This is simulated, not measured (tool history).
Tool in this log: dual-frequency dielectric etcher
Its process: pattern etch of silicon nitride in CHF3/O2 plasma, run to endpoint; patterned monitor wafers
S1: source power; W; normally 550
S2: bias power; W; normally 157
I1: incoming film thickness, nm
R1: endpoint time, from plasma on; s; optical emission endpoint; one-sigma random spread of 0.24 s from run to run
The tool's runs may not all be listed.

run,hour,S1,S2,I1,R1
1,0,480,187,105.4,78.6
2,60,480,187,107.5,80.1
3,94,480,187,107.3,80.5
4,171.2,550,157,107.8,80.6
5,234.6,550,157,107.6,80.2
# hour 276.8: wet clean of the chamber
6,277.3,550,157,108.7,81
7,294.9,550,157,106.5,79.4
8,322.8,610,157,107.4,76
9,390.4,610,157,108.6,76.6
10,439.3,610,157,107.5,75.9
11,481.9,550,157,106.8,80.2
12,535.9,550,157,107.5,80
13,574,470,157,107.3,87.4
# hour 616.8: source power generator calibrated
# hour 628.3: wet clean of the chamber
14,628.8,470,157,107.8,86
15,651.2,550,157,106.2,77.5
16,712.2,550,157,107.4,78.6
# hour 766.9: bias power generator calibrated
17,775.5,550,157,107.8,78.7
18,843.9,660,192,107.2,66.3
19,876.7,680,143,107,72.5
20,916.1,510,127,107.3,88.6
21,969.1,550,157,106.7,77.9
# hour 993.4: wet clean of the chamber
22,1027.3,510,142,105.9,83.7
# hour 1057.1: upper electrode replaced
23,1058.4,550,157,106.3,78.4
24,1083.4,550,157,108.7,80
25,1143.7,550,157,107.1,79.2
26,1201.4,480,186,106.4,79.6
27,1257.4,550,157,107.5,79.2
28,1286.6,660,122,108.9,79.3
29,1322.8,550,176,108.2,76.7
# hour 1358: wet clean of the chamber
30,1372.5,410,137,106.6,97.9
31,1419.4,640,129,107.6,78.7
32,1470.4,510,127,107,88.6
33,1524.2,550,181,106.4,74.7
34,1593.2,460,181,108.2,83.6
# hour 1684.4: wet clean of the chamber
35,1684.9,640,129,105.7,77.5

Predict each of these 3 candidate next runs independently; none follows another, all start after run 35:
A,1685.3,550,171,107.3,?
B,1685.3,630,181,107.3,?
C,1685.3,590,140,107.3,?

run,R1
A,76.7
B,70
C,79.5
Take away the tool's hidden state, keep each run's random variation, and the runs would have read:
run,R1
A,75.3
B,68.8
C,78
